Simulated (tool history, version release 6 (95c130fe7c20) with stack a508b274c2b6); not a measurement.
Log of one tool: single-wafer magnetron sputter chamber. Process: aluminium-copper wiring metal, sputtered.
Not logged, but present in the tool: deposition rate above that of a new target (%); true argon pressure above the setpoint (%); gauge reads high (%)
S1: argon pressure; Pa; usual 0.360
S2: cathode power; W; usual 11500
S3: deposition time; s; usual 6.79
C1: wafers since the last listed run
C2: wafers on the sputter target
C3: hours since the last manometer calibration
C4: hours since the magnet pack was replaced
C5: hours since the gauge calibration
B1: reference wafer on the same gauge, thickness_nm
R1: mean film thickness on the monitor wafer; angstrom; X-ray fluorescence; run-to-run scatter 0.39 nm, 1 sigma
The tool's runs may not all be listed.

Run 1, day 0.000: usual settings; C1 0; C2 904; C3 1688.2; C4 4832.8; C5 232.0; B1 143.686. Result: R1 1419.86 angstrom.
Run 2, day 3.742: usual settings; C1 2721; C2 3626; C3 1778.0; C4 4922.6; C5 321.8; B1 143.714. Result: R1 1433.91 angstrom.
At day 5.825: sputter target and shields replaced.
Run 3, day 5.846: usual settings; C1 1287; C2 15; C3 1828.5; C4 4973.1; C5 372.3; B1 143.748. Result: R1 1426.63 angstrom.
Run 4, day 8.633: usual settings; C1 2027; C2 2042; C3 1895.4; C4 5040.0; C5 439.2; B1 144.045. Result: R1 1427.01 angstrom.
Run 5, day 11.912: usual settings; C1 2384; C2 4427; C3 1974.1; C4 5118.7; C5 517.9; B1 144.150. Result: R1 1430.93 angstrom.
At day 13.246: sputter target and shields replaced.
Run 6, day 13.579: usual settings; C1 969; C2 243; C3 2014.1; C4 5158.7; C5 557.9; B1 144.221. Result: R1 1433.93 angstrom.
Run 7, day 15.467: usual settings; C1 1372; C2 1616; C3 2059.4; C4 5204.0; C5 603.2; B1 144.346. Result: R1 1430.31 angstrom.
Run 8, day 17.196: usual settings; C1 1257; C2 2874; C3 2100.9; C4 5245.5; C5 644.7; B1 144.442. Result: R1 1433.24 angstrom.
At day 20.158: sputter target and shields replaced.
Run 9, day 20.342: usual settings but S1 0.322 Pa, S2 9300 W, S3 7.33 s; C1 2045; C2 132; C3 2176.4; C4 5321.0; C5 720.2; B1 144.704. Result: R1 1299.00 angstrom.

What does the tool deliver on the next run?
Run 10, day 22.425: usual settings but S1 0.439 Pa, S3 7.47 s; C1 1515; C2 1647; C3 2226.4; C4 5371.0; C5 770.2; B1 ?. Result: R1 ?.

{"run 10": {"B1": 144.839, "R1": 1476.34}}
Without the tool's hidden state the same run would have given R1 1467.79 angstrom.
